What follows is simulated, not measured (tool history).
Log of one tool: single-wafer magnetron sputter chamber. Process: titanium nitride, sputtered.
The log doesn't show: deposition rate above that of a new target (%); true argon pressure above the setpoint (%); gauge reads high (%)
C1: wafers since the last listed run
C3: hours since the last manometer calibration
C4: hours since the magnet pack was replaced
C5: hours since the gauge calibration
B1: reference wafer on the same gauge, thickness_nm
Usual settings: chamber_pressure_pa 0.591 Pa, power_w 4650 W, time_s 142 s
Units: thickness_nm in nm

Run 1, day 0: usual settings; C1 0; wafers on the sputter target 3375; C3 1315.7; C4 6750.9; C5 846.7; B1 104.048. Result: thickness_nm 110.037 nm.
Run 2, day 2.471: usual settings; C1 816; wafers on the sputter target 4191; C3 1375; C4 6810.2; C5 906; B1 104.115. Result: thickness_nm 110.95 nm.
Run 3, day 5.412: usual settings; C1 971; wafers on the sputter target 5162; C3 1445.6; C4 6880.8; C5 976.6; B1 104.027. Result: thickness_nm 110.714 nm.
Run 4, day 7.158: usual settings; C1 576; wafers on the sputter target 5739; C3 1487.5; C4 6922.7; C5 1018.5; B1 104.169. Result: thickness_nm 110.32 nm.
Run 5, day 9.008: usual settings; C1 610; wafers on the sputter target 6350; C3 1531.9; C4 6967.1; C5 1062.9; B1 104.197. Result: thickness_nm 110.946 nm.
Run 6, day 10.771: usual settings; C1 582; wafers on the sputter target 6932; C3 1574.2; C4 7009.4; C5 1105.2; B1 104.193. Result: thickness_nm 112.005 nm.
At day 12.567: sputter target and shields replaced.
At day 14.817: gauge calibrated.
Run 7, day 17.638: usual settings but chamber_pressure_pa 0.522 Pa, power_w 5000 W; C1 2157; wafers on the sputter target 1675; C3 1739; C4 7174.2; C5 67.7; B1 103.904. Result: thickness_nm 124.717 nm.
Run 8, day 18.712: usual settings but chamber_pressure_pa 0.522 Pa, power_w 5000 W; C1 355; wafers on the sputter target 2030; C3 1764.8; C4 7200; C5 93.5; B1 103.85. Result: thickness_nm 124.814 nm.
Run 9, day 21.25: usual settings but chamber_pressure_pa 0.522 Pa, power_w 5000 W; C1 838; wafers on the sputter target 2868; C3 1825.7; C4 7260.9; C5 154.4; B1 104.136. Result: thickness_nm 126.002 nm.
Run 10, day 23.192: usual settings but time_s 134 s; C1 641; wafers on the sputter target 3509; C3 1872.3; C4 7307.5; C5 201; B1 104.012. Result: thickness_nm 103.312 nm.
Run 11, day 25.438: usual settings; C1 741; wafers on the sputter target 4251; C3 1926.2; C4 7361.4; C5 254.9; B1 103.942. Result: thickness_nm 110.977 nm.
Run 12, day 27.65: usual settings but power_w 3850 W; C1 730; wafers on the sputter target 4981; C3 1979.3; C4 7414.5; C5 308; B1 103.864. Result: thickness_nm 92.653 nm.
Run 13, day 28.792: usual settings; C1 377; wafers on the sputter target 5359; C3 2006.7; C4 7441.9; C5 335.4; B1 104.028. Result: thickness_nm 111.232 nm.
Run 14, day 31.112: usual settings but chamber_pressure_pa 0.672 Pa, time_s 129 s; C1 766; wafers on the sputter target 6125; C3 2062.4; C4 7497.6; C5 391.1; B1 103.831. Result: thickness_nm 95.275 nm.
At day 32.562: sputter target and shields replaced.
Run 15, day 32.588: usual settings but power_w 4150 W; C1 377; wafers on the sputter target 8; C3 2097.8; C4 7533; C5 426.5; B1 103.958. Result: thickness_nm 99.067 nm.
At day 34.046: magnet pack replaced.
Run 16, day 35.267: usual settings but chamber_pressure_pa 0.425 Pa, power_w 3500 W, time_s 153 s; C1 774; wafers on the sputter target 783; C3 2162.1; C4 29.3; C5 490.8; B1 104.025. Result: thickness_nm 100.402 nm.
Run 17, day 36.35: usual settings but chamber_pressure_pa 0.512 Pa, power_w 5050 W, time_s 157 s; C1 357; wafers on the sputter target 1141; C3 2188.1; C4 55.3; C5 516.8; B1 104.03. Result: thickness_nm 140.299 nm.
Run 18, day 38.758: usual settings but chamber_pressure_pa 0.371 Pa; C1 795; wafers on the sputter target 1936; C3 2245.9; C4 113.1; C5 574.6; B1 103.999. Result: thickness_nm 129.499 nm.
Run 19, day 40.983: usual settings; C1 734; wafers on the sputter target 2671; C3 2299.3; C4 166.5; C5 628; B1 103.811. Result: thickness_nm 111.571 nm.
Run 20, day 42.075: usual settings; C1 360; wafers on the sputter target 3032; C3 2325.5; C4 192.7; C5 654.2; B1 103.921. Result: thickness_nm 110.821 nm.
Run 21, day 44.038: usual settings but chamber_pressure_pa 0.653 Pa, power_w 3600 W, time_s 118 s; C1 648; wafers on the sputter target 3680; C3 2372.6; C4 239.8; C5 701.3; B1 104.034. Result: thickness_nm 67.907 nm.
Run 22, day 45.771: usual settings; C1 572; wafers on the sputter target 4252; C3 2414.2; C4 281.4; C5 742.9; B1 104.134. Result: thickness_nm 110.284 nm.
Run 23, day 47.933: usual settings but chamber_pressure_pa 0.67 Pa, power_w 5700 W; C1 714; wafers on the sputter target 4966; C3 2466.1; C4 333.3; C5 794.8; B1 104.054. Result: thickness_nm 127.92 nm.
At day 54.704: capacitance manometer re-zeroed and calibrated.
At day 55.612: sputter target and shields replaced.
Run 24, day 56.367: usual settings but chamber_pressure_pa 0.67 Pa, power_w 5050 W, time_s 160 s; C1 2565; wafers on the sputter target 248; C3 39.9; C4 535.7; C5 997.2; B1 104.094. Result: thickness_nm 136.069 nm.
Run 25, day 58.275: usual settings but chamber_pressure_pa 0.513 Pa, power_w 3700 W, time_s 115 s; C1 630; wafers on the sputter target 879; C3 85.7; C4 581.5; C5 1043; B1 103.929. Result: thickness_nm 78.229 nm.
Run 26, day 60.779: usual settings but power_w 5200 W, time_s 165 s; C1 827; wafers on the sputter target 1706; C3 145.8; C4 641.6; C5 1103.1; B1 103.812. Result: thickness_nm 148.725 nm.
Run 27, day 63.704: usual settings but time_s 121 s; C1 966; wafers on the sputter target 2672; C3 216; C4 711.8; C5 1173.3; B1 104.095. Result: thickness_nm 97.748 nm.
Run 28, day 65.292: usual settings but time_s 153 s; C1 524; wafers on the sputter target 3196; C3 254.1; C4 749.9; C5 1211.4; B1 103.993. Result: thickness_nm 123.148 nm.
Run 29, day 66.912: usual settings but chamber_pressure_pa 0.74 Pa, power_w 5300 W, time_s 165 s; C1 535; wafers on the sputter target 3731; C3 293; C4 788.8; C5 1250.3; B1 104.012. Result: thickness_nm 138.247 nm.
Run 30, day 67.925: usual settings but chamber_pressure_pa 0.48 Pa, power_w 5050 W; C1 334; wafers on the sputter target 4066; C3 317.3; C4 813.1; C5 1274.6; B1 104.191. Result: thickness_nm 132.588 nm.
Run 31, day 74.217: usual settings but chamber_pressure_pa 0.427 Pa, power_w 3500 W, time_s 121 s; C1 2077; wafers on the sputter target 6144; C3 468.3; C4 964.1; C5 1425.6; B1 103.81. Result: thickness_nm 81.145 nm.
At day 74.454: gauge calibrated.
Run 32, day 77.192: usual settings but chamber_pressure_pa 0.488 Pa, power_w 5350 W, time_s 130 s; C1 982; wafers on the sputter target 7126; C3 539.7; C4 1035.5; C5 65.7; B1 103.901. Result: thickness_nm 127.113 nm.
At day 79.1: sputter target and shields replaced.
Run 33, day 79.192: usual settings; C1 550; wafers on the sputter target 29; C3 587.7; C4 1083.5; C5 113.7; B1 104.156. Result: thickness_nm 111.963 nm.
Run 34, day 80.425: usual settings but chamber_pressure_pa 0.701 Pa, power_w 5500 W; C1 407; wafers on the sputter target 437; C3 617.3; C4 1113.1; C5 143.3; B1 104.321. Result: thickness_nm 124.443 nm.

The tool's hidden state at each run:
deposition rate above that of a new target (%): 0 in every run
gauge reads high (%): 0 in every run
H1: true argon pressure above the setpoint (%)
run    H1
  1  13.8
  2    14
  3  14.3
  4  14.4
  5  14.6
  6  14.7
  7  15.2
  8  15.2
  9  15.4
 10  15.5
 11  15.6
 12  15.7
 13  15.7
 14  15.8
 15  15.9
 16    16
 17    16
 18  16.1
 19  16.2
 20  16.2
 21  16.3
 22  16.3
 23  16.4
 24  1.92
 25  2.68
 26  3.62
 27  4.63
 28  5.15
 29  5.66
 30  5.97
 31  7.69
 32  8.41
 33  8.86
 34  9.13
